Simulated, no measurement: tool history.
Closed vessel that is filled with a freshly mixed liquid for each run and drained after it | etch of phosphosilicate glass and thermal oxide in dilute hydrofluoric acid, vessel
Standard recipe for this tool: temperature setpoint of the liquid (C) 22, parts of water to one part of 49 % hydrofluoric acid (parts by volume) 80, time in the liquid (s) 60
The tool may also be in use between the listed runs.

run	hour	temperature setpoint of the liquid (C)	parts of water to one part of 49 % hydrofluoric acid (parts by volume)	time in the liquid (s)	wafers since the last listed run	hours since the thermometer was replaced	hours since the hydrofluoric acid flow meter was replaced	hours since the gauge calibration	read-back film thickness of the phosphosilicate glass reference wafer, read on the same gauge (nm)	read-back film thickness of the thermal oxide reference wafer, read on the same gauge (nm)	thickness taken off the phosphosilicate glass on a monitor wafer (nm)	thickness taken off the thermal oxide on a monitor wafer (nm)
1	0	22	105	60	0	1128.8	375.8	448.8	69.99	40.007	106.83	2.241
2	27.4	22	105	60	2909	1156.2	403.2	476.2	69.97	39.999	106.63	2.26
3	96.4	22	105	60	7325	1225.2	472.2	545.2	69.97	39.992	108.23	2.27
4	166.3	22	80	60	7421	1295.1	542.1	615.1	69.98	39.971	145.02	3.025
# hour 267.7: hydrofluoric acid flow meter replaced
5	272.2	22	80	60	11137	1401	4.5	721	69.98	40.001	143	3.008
6	331	19	80	60	6242	1459.8	63.3	779.8	70.04	39.982	124.39	2.677
7	381.8	19	80	60	5393	1510.6	114.1	830.6	69.99	39.986	125.68	2.62
# hour 401.2: gauge calibrated
8	446.1	24.5	65	60	6826	1574.9	178.4	44.9	70.01	39.975	195.69	4.206
9	492.2	24.5	65	60	4894	1621	224.5	91	69.97	40.01	196.7	4.196
10	530.8	22	60	60	4098	1659.6	263.1	129.6	69.98	40.021	192.2	4.052
# hour 585: thermometer replaced
11	601.4	22	80	60	7389	16.4	333.7	200.2	69.99	40.012	151.52	3.151
12	651.3	22	80	60	5297	66.3	383.6	250.1	69.98	40.012	148.51	3.14
13	711.9	22	50	60	6433	126.9	444.2	310.7	70	39.996	249.84	5.233
14	754.2	17.5	40	60	4490	169.2	486.5	353	69.98	40.01	256.72	5.513
15	802.9	22	80	35	5170	217.9	535.2	401.7	69.97	40.018	87.19	1.83
16	843.2	25.5	105	30	4278	258.2	575.5	442	69.99	40.022	63.47	1.35
# hour 891.6: hydrofluoric acid flow meter replaced
17	954.4	25	40	85	11699	369.4	62.8	553.2	70	39.975	503.31	10.589
18	980.4	17.5	110	60	2760	395.4	88.8	579.2	70	39.991	86.02	1.848
19	1014.1	19	55	45	3577	429.1	122.5	612.9	70	39.982	147.19	3.12

Run 20 comes next. What will it give?
20	1080.5	17.5	60	40	7049	495.5	188.9	679.3	?	?	?	?

{"run 20": {"read-back film thickness of the phosphosilicate glass reference wafer, read on the same gauge (nm)": 69.98, "read-back film thickness of the thermal oxide reference wafer, read on the same gauge (nm)": 40.021, "thickness taken off the phosphosilicate glass on a monitor wafer (nm)": 109.57, "thickness taken off the thermal oxide on a monitor wafer (nm)": 2.348}}
With the hidden condition absent and the run-to-run variation left alone, this run would have shown thickness taken off the phosphosilicate glass on a monitor wafer (nm) 112.83, thickness taken off the thermal oxide on a monitor wafer (nm) 2.418.
